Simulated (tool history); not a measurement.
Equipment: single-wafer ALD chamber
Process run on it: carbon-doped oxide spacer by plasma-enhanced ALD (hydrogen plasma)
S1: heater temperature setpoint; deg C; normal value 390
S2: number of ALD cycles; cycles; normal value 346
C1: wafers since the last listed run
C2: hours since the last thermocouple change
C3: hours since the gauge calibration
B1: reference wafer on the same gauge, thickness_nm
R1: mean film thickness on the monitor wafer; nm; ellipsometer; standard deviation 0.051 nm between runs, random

run 1 hour=0.0 | S1=381 S2=346 | C1=0 C2=1221.3 C3=217.5 | B1=19.636 | R1=16.423
run 2 hour=42.7 | S1=381 S2=346 | C1=28 C2=1264.0 C3=260.2 | B1=19.601 | R1=16.330
run 3 hour=113.2 | S1=381 S2=346 | C1=47 C2=1334.5 C3=330.7 | B1=19.545 | R1=16.375
run 4 hour=128.0 | S1=386 S2=346 | C1=9 C2=1349.3 C3=345.5 | B1=19.564 | R1=16.157
run 5 hour=151.9 | S1=386 S2=346 | C1=15 C2=1373.2 C3=369.4 | B1=19.526 | R1=16.243
run 6 hour=172.0 | S1=386 S2=346 | C1=13 C2=1393.3 C3=389.5 | B1=19.531 | R1=16.194
run 7 hour=270.1 | S1=390 S2=346 | C1=65 C2=1491.4 C3=487.6 | B1=19.483 | R1=16.319
run 8 hour=286.8 | S1=390 S2=346 | C1=11 C2=1508.1 C3=504.3 | B1=19.479 | R1=16.192
run 9 hour=302.8 | S1=390 S2=346 | C1=10 C2=1524.1 C3=520.3 | B1=19.463 | R1=16.180
run 10 hour=338.0 | S1=390 S2=346 | C1=23 C2=1559.3 C3=555.5 | B1=19.459 | R1=16.120
-- hour=363.2 thermocouple changed; heater temperature recalibrated
run 11 hour=363.7 | S1=390 S2=346 | C1=11 C2=0.5 C3=581.2 | B1=19.436 | R1=16.224
run 12 hour=378.7 | S1=390 S2=346 | C1=10 C2=15.5 C3=596.2 | B1=19.444 | R1=16.202
run 13 hour=403.0 | S1=394 S2=346 | C1=16 C2=39.8 C3=620.5 | B1=19.429 | R1=16.113
run 14 hour=438.5 | S1=390 S2=382 | C1=23 C2=75.3 C3=656.0 | B1=19.419 | R1=17.889
run 15 hour=473.0 | S1=403 S2=280 | C1=23 C2=109.8 C3=690.5 | B1=19.424 | R1=12.980
run 16 hour=488.8 | S1=401 S2=322 | C1=10 C2=125.6 C3=706.3 | B1=19.421 | R1=14.982
run 17 hour=524.5 | S1=390 S2=304 | C1=23 C2=161.3 C3=742.0 | B1=19.409 | R1=14.194
-- hour=546.2 gauge calibrated
run 18 hour=551.3 | S1=404 S2=346 | C1=17 C2=188.1 C3=5.1 | B1=19.859 | R1=16.343
run 19 hour=565.6 | S1=390 S2=381 | C1=9 C2=202.4 C3=19.4 | B1=19.826 | R1=18.292
run 20 hour=594.4 | S1=399 S2=383 | C1=19 C2=231.2 C3=48.2 | B1=19.778 | R1=18.239
run 21 hour=621.2 | S1=382 S2=407 | C1=17 C2=258.0 C3=75.0 | B1=19.734 | R1=19.356
run 22 hour=654.1 | S1=378 S2=384 | C1=21 C2=290.9 C3=107.9 | B1=19.688 | R1=18.199
run 23 hour=680.8 | S1=399 S2=383 | C1=17 C2=317.6 C3=134.6 | B1=19.635 | R1=18.045
run 24 hour=707.4 | S1=380 S2=411 | C1=17 C2=344.2 C3=161.2 | B1=19.617 | R1=19.375
run 25 hour=723.4 | S1=381 S2=385 | C1=10 C2=360.2 C3=177.2 | B1=19.580 | R1=18.216
run 26 hour=744.4 | S1=382 S2=407 | C1=14 C2=381.2 C3=198.2 | B1=19.557 | R1=19.226

Alternative continuations, all from the tool just after run 26; predict every row:
run A hour=745.3 | S1=405 S2=346 | C1=0 C2=382.1 C3=199.1 | B1=? | R1=?
run B hour=745.3 | S1=383 S2=302 | C1=0 C2=382.1 C3=199.1 | B1=? | R1=?
run C hour=745.3 | S1=395 S2=403 | C1=0 C2=382.1 C3=199.1 | B1=? | R1=?
run D hour=745.3 | S1=390 S2=316 | C1=0 C2=382.1 C3=199.1 | B1=? | R1=?

run=A B1=19.568 R1=16.047
run=B B1=19.568 R1=14.266
run=C B1=19.568 R1=19.037
run=D B1=19.568 R1=14.928
Stripped of hidden state, with their random variation kept, the same runs would have yielded:
run=A R1=16.322
run=B R1=14.511
run=C R1=19.363
run=D R1=15.183
